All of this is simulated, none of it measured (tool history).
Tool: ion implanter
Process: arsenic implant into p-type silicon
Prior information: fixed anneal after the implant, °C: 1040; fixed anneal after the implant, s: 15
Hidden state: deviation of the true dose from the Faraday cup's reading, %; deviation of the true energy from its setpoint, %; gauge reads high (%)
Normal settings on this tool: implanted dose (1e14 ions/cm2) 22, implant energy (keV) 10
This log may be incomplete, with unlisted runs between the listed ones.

run	hour	implanted dose (1e14 ions/cm2)	implant energy (keV)	wafers since the last listed run	hours since the last dose calibration	hours since the extraction supply was calibrated	hours since the gauge calibration	read-back reference wafer on the same gauge, sheet resistance	sheet resistance of the implanted and annealed layer (ohm/square)
1	0	22	10	0	475	2405.3	1575.7	118.99	102.51
2	88.2	22	9	1157	563.2	2493.5	1663.9	119.04	103.61
3	144.5	22	9	739	619.5	2549.8	1720.2	119.01	103.23
4	227.1	22	9	1084	702.1	2632.4	1802.8	118.98	103.28
5	299.9	18.22	10	955	774.9	2705.2	1875.6	119.02	106.99
6	376.3	18.22	10	1002	851.3	2781.6	1952	119	106.92
7	447.4	18.22	10	933	922.4	2852.7	2023.1	119.01	106.89
8	632.2	22	10	2426	1107.2	3037.5	2207.9	118.96	102.16
9	680.6	22	10	635	1155.6	3085.9	2256.3	118.98	102.15
10	768.6	25.99	11.5	1155	1243.6	3173.9	2344.3	118.97	97.26
11	848.5	25.99	11.5	1048	1323.5	3253.8	2424.2	119.05	97.16
12	935.7	25.99	11.5	1144	1410.7	3341	2511.4	118.98	96.78
13	1025.3	18.2	7	1176	1500.3	3430.6	2601	119	109.39
# hour 1129.6: Faraday cup replaced and dose calibrated
# hour 1246.8: extraction supply calibrated
14	1279.9	28.18	8	3132	150.3	33.1	2855.6	119.02	99.64
15	1344.6	17.1	7	849	215	97.8	2920.3	118.98	112.19
16	1396.4	22	10	680	266.8	149.6	2972.1	119.06	102.4
17	1434.7	18.23	10	502	305.1	187.9	3010.4	118.97	106.84
18	1494.4	19.42	7	783	364.8	247.6	3070.1	118.97	108.74
19	1581.6	26.5	10	1144	452	334.8	3157.3	118.99	98.7
20	1659.5	27	8.5	1022	529.9	412.7	3235.2	119	99.74
21	1723.4	26.5	10	838	593.8	476.6	3299.1	119	98.74
22	1781.4	19.72	8	761	651.8	534.6	3357.1	118.97	106.84
# hour 1792: gauge calibrated
23	1838.6	27.57	7	750	709	591.8	46.6	119.02	100.92
24	1904	22	10	858	774.4	657.2	112	118.98	102.43
25	1953.1	28.35	10	644	823.5	706.3	161.1	119.01	97.38
26	2102.4	22	11	1960	972.8	855.6	310.4	118.99	101.16
27	2190	22	13	1150	1060.4	943.2	398	118.98	98.61
28	2239.9	23.91	7.5	655	1110.3	993.1	447.9	118.96	102.88
29	2327.1	22	10	1144	1197.5	1080.3	535.1	118.99	101.55
30	2399.1	22	10	945	1269.5	1152.3	607.1	119.03	101.69
31	2489	22	11.5	1180	1359.4	1242.2	697	119.03	99.99
32	2800.9	25.48	12.5	4094	1671.3	1554.1	1008.9	118.98	95.74
# hour 2810.9: Faraday cup replaced and dose calibrated
33	2860.2	19.78	12.5	673	49.3	1613.4	1068.2	118.98	102.18
34	2967.1	17.95	8	1403	156.2	1720.3	1175.1	119.01	109.79
35	3055.4	24.52	12	1159	244.5	1808.6	1263.4	118.97	98.03
36	3122.1	25.08	7.5	875	311.2	1875.3	1330.1	119.06	102.5

Below are 5 alternative next runs, each starting from the tool's condition after run 36. Predict each:
A	3122.5	22	10	5	311.6	1875.7	1330.5	?	?
B	3122.5	18.64	9	5	311.6	1875.7	1330.5	?	?
C	3122.5	22	12.5	5	311.6	1875.7	1330.5	?	?
D	3122.5	27.42	8	5	311.6	1875.7	1330.5	?	?
E	3122.5	17.94	9	5	311.6	1875.7	1330.5	?	?

run	read-back reference wafer on the same gauge, sheet resistance	sheet resistance of the implanted and annealed layer (ohm/square)
A	119.01	102.41
B	119.01	107.45
C	119.01	99.69
D	119.01	100.26
E	119.01	108.53
Stripped of hidden state, with their random variation kept, the same runs would have yielded:
run	sheet resistance of the implanted and annealed layer (ohm/square)
A	102.45
B	107.5
C	99.73
D	100.29
E	108.58
